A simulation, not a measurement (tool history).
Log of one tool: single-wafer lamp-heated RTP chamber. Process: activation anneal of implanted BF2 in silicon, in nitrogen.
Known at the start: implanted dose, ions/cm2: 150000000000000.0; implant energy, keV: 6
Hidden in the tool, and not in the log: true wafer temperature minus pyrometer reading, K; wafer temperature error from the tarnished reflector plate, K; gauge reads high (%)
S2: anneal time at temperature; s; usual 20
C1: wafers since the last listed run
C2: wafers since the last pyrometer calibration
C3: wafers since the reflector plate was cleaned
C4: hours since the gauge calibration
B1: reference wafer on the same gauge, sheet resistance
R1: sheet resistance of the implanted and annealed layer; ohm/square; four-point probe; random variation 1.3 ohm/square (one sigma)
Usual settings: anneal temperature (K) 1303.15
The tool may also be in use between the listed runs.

run 1 hour=0.0 | anneal_temperature_(K)=1303.15 S2=20 | C1=0 C2=4359 C3=4294 C4=1651.4 | B1=773.66 | R1=755.04
-- hour=10.6 reflector plate cleaned
run 2 hour=36.7 | anneal_temperature_(K)=1303.15 S2=20 | C1=221 C2=4581 C3=201 C4=1688.1 | B1=772.83 | R1=757.41
run 3 hour=139.0 | anneal_temperature_(K)=1303.15 S2=20 | C1=788 C2=5369 C3=989 C4=1790.4 | B1=773.44 | R1=756.71
run 4 hour=199.1 | anneal_temperature_(K)=1303.15 S2=20 | C1=463 C2=5832 C3=1452 C4=1850.5 | B1=773.43 | R1=754.22
run 5 hour=247.4 | anneal_temperature_(K)=1303.15 S2=20 | C1=372 C2=6204 C3=1824 C4=1898.8 | B1=772.23 | R1=755.67
run 6 hour=342.7 | anneal_temperature_(K)=1303.15 S2=20 | C1=734 C2=6939 C3=2559 C4=1994.1 | B1=772.20 | R1=753.11
run 7 hour=417.6 | anneal_temperature_(K)=1303.15 S2=20 | C1=577 C2=7516 C3=3136 C4=2069.0 | B1=773.33 | R1=753.63
-- hour=440.8 pyrometer window cleaned and pyrometer calibrated
run 8 hour=506.9 | anneal_temperature_(K)=1303.15 S2=20 | C1=626 C2=508 C3=3762 C4=2158.3 | B1=773.46 | R1=757.92
-- hour=544.5 gauge calibrated
-- hour=558.0 reflector plate cleaned
run 9 hour=571.4 | anneal_temperature_(K)=1303.15 S2=24 | C1=435 C2=944 C3=103 C4=26.9 | B1=773.73 | R1=755.00
run 10 hour=626.5 | anneal_temperature_(K)=1324.15 S2=20 | C1=424 C2=1368 C3=527 C4=82.0 | B1=773.56 | R1=743.95
run 11 hour=679.9 | anneal_temperature_(K)=1324.15 S2=20 | C1=411 C2=1780 C3=939 C4=135.4 | B1=773.16 | R1=741.68
run 12 hour=727.3 | anneal_temperature_(K)=1303.15 S2=20 | C1=365 C2=2145 C3=1304 C4=182.8 | B1=773.41 | R1=758.03
run 13 hour=793.6 | anneal_temperature_(K)=1303.15 S2=20 | C1=510 C2=2656 C3=1815 C4=249.1 | B1=773.37 | R1=757.72
run 14 hour=847.8 | anneal_temperature_(K)=1303.15 S2=20 | C1=417 C2=3074 C3=2232 C4=303.3 | B1=773.20 | R1=755.54
run 15 hour=947.5 | anneal_temperature_(K)=1275.15 S2=16 | C1=768 C2=3842 C3=3001 C4=403.0 | B1=772.88 | R1=786.14
run 16 hour=1011.3 | anneal_temperature_(K)=1319.15 S2=29 | C1=491 C2=4334 C3=3492 C4=466.8 | B1=772.96 | R1=724.23
run 17 hour=1095.7 | anneal_temperature_(K)=1292.15 S2=20 | C1=650 C2=4984 C3=4143 C4=551.2 | B1=773.48 | R1=759.87
run 18 hour=1133.6 | anneal_temperature_(K)=1321.15 S2=17 | C1=292 C2=5276 C3=4435 C4=589.1 | B1=772.93 | R1=747.88
-- hour=1179.5 reflector plate cleaned
run 19 hour=1207.2 | anneal_temperature_(K)=1330.15 S2=24 | C1=505 C2=5782 C3=213 C4=662.7 | B1=773.69 | R1=727.22
run 20 hour=1309.1 | anneal_temperature_(K)=1303.15 S2=15 | C1=785 C2=6567 C3=998 C4=764.6 | B1=773.24 | R1=768.24
-- hour=1394.7 pyrometer window cleaned and pyrometer calibrated
run 21 hour=1395.2 | anneal_temperature_(K)=1303.15 S2=20 | C1=601 C2=4 C3=1600 C4=850.7 | B1=773.04 | R1=759.07
run 22 hour=1485.9 | anneal_temperature_(K)=1303.15 S2=20 | C1=698 C2=702 C3=2299 C4=941.4 | B1=772.73 | R1=757.73
run 23 hour=1574.2 | anneal_temperature_(K)=1303.15 S2=20 | C1=680 C2=1383 C3=2979 C4=1029.7 | B1=773.67 | R1=756.03
run 24 hour=1655.6 | anneal_temperature_(K)=1281.15 S2=15 | C1=627 C2=2010 C3=3607 C4=1111.1 | B1=772.92 | R1=783.01
run 25 hour=1729.5 | anneal_temperature_(K)=1290.15 S2=13 | C1=569 C2=2580 C3=4176 C4=1185.0 | B1=772.59 | R1=781.20
run 26 hour=1791.1 | anneal_temperature_(K)=1303.15 S2=20 | C1=474 C2=3054 C3=4651 C4=1246.6 | B1=772.96 | R1=753.80
run 27 hour=1844.0 | anneal_temperature_(K)=1303.15 S2=20 | C1=407 C2=3462 C3=5059 C4=1299.5 | B1=772.84 | R1=754.60
-- hour=1857.7 reflector plate cleaned
run 28 hour=1912.5 | anneal_temperature_(K)=1277.15 S2=9 | C1=466 C2=3928 C3=422 C4=1368.0 | B1=772.89 | R1=800.96
run 29 hour=1982.8 | anneal_temperature_(K)=1303.15 S2=20 | C1=541 C2=4470 C3=964 C4=1438.3 | B1=772.88 | R1=758.13
run 30 hour=2022.9 | anneal_temperature_(K)=1303.15 S2=20 | C1=309 C2=4779 C3=1273 C4=1478.4 | B1=773.33 | R1=755.64
run 31 hour=2104.1 | anneal_temperature_(K)=1303.15 S2=8 | C1=625 C2=5405 C3=1898 C4=1559.6 | B1=772.60 | R1=785.30
run 32 hour=2155.3 | anneal_temperature_(K)=1322.15 S2=26 | C1=394 C2=5799 C3=2293 C4=1610.8 | B1=773.32 | R1=727.89
run 33 hour=2260.0 | anneal_temperature_(K)=1303.15 S2=20 | C1=806 C2=6606 C3=3100 C4=1715.5 | B1=772.93 | R1=751.25
run 34 hour=2334.5 | anneal_temperature_(K)=1303.15 S2=20 | C1=574 C2=7180 C3=3674 C4=1790.0 | B1=772.87 | R1=754.18
-- hour=2387.0 pyrometer window cleaned and pyrometer calibrated
run 35 hour=2409.5 | anneal_temperature_(K)=1318.15 S2=15 | C1=516 C2=173 C3=4190 C4=1865.0 | B1=773.12 | R1=757.19
run 36 hour=2496.3 | anneal_temperature_(K)=1280.15 S2=16 | C1=668 C2=842 C3=4859 C4=1951.8 | B1=772.79 | R1=785.33

4 ways to go on from here, each from the tool as it stands after run 36. What would each give?
run A hour=2496.7 | anneal_temperature_(K)=1303.15 S2=10 | C1=3 C2=845 C3=4862 C4=1952.2 | B1=? | R1=?
run B hour=2496.7 | anneal_temperature_(K)=1303.15 S2=29 | C1=3 C2=845 C3=4862 C4=1952.2 | B1=? | R1=?
run C hour=2496.7 | anneal_temperature_(K)=1292.15 S2=28 | C1=3 C2=845 C3=4862 C4=1952.2 | B1=? | R1=?
run D hour=2496.7 | anneal_temperature_(K)=1282.15 S2=13 | C1=3 C2=845 C3=4862 C4=1952.2 | B1=? | R1=?

run=A B1=773.25 R1=783.59
run=B B1=773.25 R1=744.20
run=C B1=773.25 R1=755.25
run=D B1=773.25 R1=789.84
Without the tool's hidden state the same runs would have given:
run=A R1=790.46
run=B R1=753.70
run=C R1=764.84
run=D R1=797.75

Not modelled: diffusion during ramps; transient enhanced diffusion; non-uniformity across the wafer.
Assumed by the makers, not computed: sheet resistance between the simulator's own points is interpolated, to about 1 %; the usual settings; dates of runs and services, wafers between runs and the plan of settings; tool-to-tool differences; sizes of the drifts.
